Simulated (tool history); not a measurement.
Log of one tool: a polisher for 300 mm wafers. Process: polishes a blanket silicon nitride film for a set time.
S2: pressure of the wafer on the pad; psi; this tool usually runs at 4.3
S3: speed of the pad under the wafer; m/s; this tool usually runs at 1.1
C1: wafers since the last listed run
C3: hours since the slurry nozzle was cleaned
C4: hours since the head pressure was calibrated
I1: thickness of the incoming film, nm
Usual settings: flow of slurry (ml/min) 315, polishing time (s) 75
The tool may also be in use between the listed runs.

Run 1, day 0: usual settings but S3 1.02 m/s; C1 0; wafers polished on this pad 592; C3 234.9; C4 222.2; I1 523.6. Result: film removed (angstrom) 1502.
Run 2, day 1.433: usual settings but S3 1.02 m/s; C1 311; wafers polished on this pad 904; C3 269.3; C4 256.6; I1 520.3. Result: film removed (angstrom) 1510.
Run 3, day 2.408: usual settings; C1 211; wafers polished on this pad 1116; C3 292.7; C4 280; I1 523. Result: film removed (angstrom) 1574.
Run 4, day 3.133: usual settings; C1 157; wafers polished on this pad 1273; C3 310.1; C4 297.4; I1 522.2. Result: film removed (angstrom) 1556.
Run 5, day 4.325: usual settings; C1 258; wafers polished on this pad 1532; C3 338.7; C4 326; I1 522.6. Result: film removed (angstrom) 1547.
Run 6, day 4.962: usual settings; C1 138; wafers polished on this pad 1670; C3 354; C4 341.3; I1 516.2. Result: film removed (angstrom) 1564.
Run 7, day 6.242: usual settings; C1 277; wafers polished on this pad 1948; C3 384.7; C4 372; I1 520.1. Result: film removed (angstrom) 1552.
At day 7.267: worn pad replaced by a new one.
Run 8, day 7.596: usual settings; C1 257; wafers polished on this pad 71; C3 417.2; C4 404.5; I1 528.7. Result: film removed (angstrom) 1547.
Run 9, day 8.142: usual settings; C1 118; wafers polished on this pad 189; C3 430.3; C4 417.6; I1 517.7. Result: film removed (angstrom) 1557.
Run 10, day 9.346: usual settings; C1 261; wafers polished on this pad 451; C3 459.2; C4 446.5; I1 513.4. Result: film removed (angstrom) 1556.
Run 11, day 10.092: usual settings; C1 162; wafers polished on this pad 613; C3 477.1; C4 464.4; I1 529.2. Result: film removed (angstrom) 1545.
Run 12, day 10.688: usual settings; C1 129; wafers polished on this pad 742; C3 491.4; C4 478.7; I1 515. Result: film removed (angstrom) 1536.
Run 13, day 11.812: usual settings; C1 244; wafers polished on this pad 987; C3 518.4; C4 505.7; I1 521.5. Result: film removed (angstrom) 1546.
Run 14, day 12.538: usual settings; C1 157; wafers polished on this pad 1144; C3 535.8; C4 523.1; I1 524.1. Result: film removed (angstrom) 1530.
Run 15, day 13.9: usual settings; C1 295; wafers polished on this pad 1440; C3 568.5; C4 555.8; I1 526.6. Result: film removed (angstrom) 1554.
Run 16, day 14.504: usual settings but polishing time (s) 83; C1 131; wafers polished on this pad 1572; C3 583; C4 570.3; I1 523.8. Result: film removed (angstrom) 1713.
Run 17, day 15.267: usual settings but S2 5.3 psi; C1 165; wafers polished on this pad 1737; C3 601.3; C4 588.6; I1 519.5. Result: film removed (angstrom) 1907.
At day 16.567: slurry nozzle cleaned.
Run 18, day 16.588: usual settings; C1 277; wafers polished on this pad 2015; C3 0.5; C4 620.3; I1 514.1. Result: film removed (angstrom) 1525.
At day 17.621: worn pad replaced by a new one.
Run 19, day 17.988: usual settings but flow of slurry (ml/min) 380, polishing time (s) 84; C1 267; wafers polished on this pad 79; C3 34.1; C4 653.9; I1 522.5. Result: film removed (angstrom) 1754.
Run 20, day 19.079: usual settings; C1 237; wafers polished on this pad 316; C3 60.3; C4 680.1; I1 526.3. Result: film removed (angstrom) 1543.
Run 21, day 20.571: usual settings but flow of slurry (ml/min) 390, S2 5.1 psi, S3 1.4 m/s, polishing time (s) 98; C1 324; wafers polished on this pad 640; C3 96.1; C4 715.9; I1 519.2. Result: film removed (angstrom) 2732.
Run 22, day 21.508: usual settings but flow of slurry (ml/min) 240, polishing time (s) 52; C1 203; wafers polished on this pad 844; C3 118.6; C4 738.4; I1 514.8. Result: film removed (angstrom) 1054.
Run 23, day 22.817: usual settings but flow of slurry (ml/min) 400, S2 5.5 psi, S3 1.2 m/s, polishing time (s) 91; C1 284; wafers polished on this pad 1128; C3 150; C4 769.8; I1 518.6. Result: film removed (angstrom) 2555.
At day 23.979: head pressure recalibrated.
Run 24, day 24.954: usual settings but S3 0.84 m/s, polishing time (s) 101; C1 446; wafers polished on this pad 1574; C3 201.3; C4 23.4; I1 513.1. Result: film removed (angstrom) 1887.
Run 25, day 26.008: usual settings but flow of slurry (ml/min) 240, polishing time (s) 52; C1 228; wafers polished on this pad 1803; C3 226.6; C4 48.7; I1 519.6. Result: film removed (angstrom) 1064.
At day 26.85: worn pad replaced by a new one, of another model than before.
Run 26, day 27.192: usual settings; C1 220; wafers polished on this pad 74; C3 255; C4 77.1; I1 525.2. Result: film removed (angstrom) 1588.
Run 27, day 28.021: usual settings; C1 180; wafers polished on this pad 254; C3 274.9; C4 97; I1 512.2. Result: film removed (angstrom) 1596.
Run 28, day 29.446: usual settings but S3 0.96 m/s, polishing time (s) 87; C1 309; wafers polished on this pad 564; C3 309.1; C4 131.2; I1 525.1. Result: film removed (angstrom) 1638.
Run 29, day 30.008: usual settings but flow of slurry (ml/min) 285, S2 5.2 psi; C1 122; wafers polished on this pad 686; C3 322.6; C4 144.7; I1 518.4. Result: film removed (angstrom) 1729.
Run 30, day 30.679: usual settings but S2 5.3 psi; C1 145; wafers polished on this pad 832; C3 338.7; C4 160.8; I1 524.1. Result: film removed (angstrom) 1737.
Run 31, day 32.15: usual settings but flow of slurry (ml/min) 260, S3 1.3 m/s, polishing time (s) 92; C1 319; wafers polished on this pad 1151; C3 374; C4 196.1; I1 531.9. Result: film removed (angstrom) 2179.
Run 32, day 33.838: usual settings; C1 366; wafers polished on this pad 1518; C3 414.5; C4 236.6; I1 513. Result: film removed (angstrom) 1595.
Run 33, day 34.492: usual settings but flow of slurry (ml/min) 210, polishing time (s) 94; C1 142; wafers polished on this pad 1660; C3 430.2; C4 252.3; I1 523.4. Result: film removed (angstrom) 1927.
At day 34.825: worn pad replaced by a new one.
Run 34, day 37.533: usual settings but flow of slurry (ml/min) 380, polishing time (s) 84; C1 624; wafers polished on this pad 588; C3 503.2; C4 325.3; I1 519.4. Result: film removed (angstrom) 1794.
Run 35, day 40.492: usual settings but flow of slurry (ml/min) 220, S2 3.3 psi, S3 0.8 m/s, polishing time (s) 92; C1 642; wafers polished on this pad 1231; C3 574.2; C4 396.3; I1 515. Result: film removed (angstrom) 1287.
Run 36, day 41.3: usual settings but flow of slurry (ml/min) 425, S2 3.3 psi; C1 175; wafers polished on this pad 1406; C3 593.6; C4 415.7; I1 516.6. Result: film removed (angstrom) 1411.

Describe how what the log doesn't record of the tool's condition differs between the last listed run preceding each entry between runs and the first listed run following it.
From run 7 to run 8: worn pad replaced by a new one (day 7.267)
  deviation of the head's pressure from its setpoint, %: -2.52 -> -2.64
  the result without the hidden state subtracted from the measured one, film removed (angstrom): -40 -> -42
From run 17 to run 18: slurry nozzle cleaned (day 16.567)
  deviation of the head's pressure from its setpoint, %: -3.1 -> -3.15
  the result without the hidden state subtracted from the measured one, film removed (angstrom): -61 -> -50
From run 18 to run 19: worn pad replaced by a new one (day 17.621)
  deviation of the head's pressure from its setpoint, %: -3.15 -> -3.2
  the result without the hidden state subtracted from the measured one, film removed (angstrom): -50 -> -58
From run 23 to run 24: head pressure recalibrated (day 23.979)
  deviation of the head's pressure from its setpoint, %: -3.34 -> -0.786
  the result without the hidden state subtracted from the measured one, film removed (angstrom): -89 -> -15
From run 25 to run 26: worn pad replaced by a new one, of another model than before (day 26.85)
  deviation of the head's pressure from its setpoint, %: -1.07 -> -1.37
  the result without the hidden state subtracted from the measured one, film removed (angstrom): -12 -> -11
From run 33 to run 34: worn pad replaced by a new one (day 34.825)
  deviation of the head's pressure from its setpoint, %: -2.68 -> -3.04
  the result without the hidden state subtracted from the measured one, film removed (angstrom): -27 -> -28
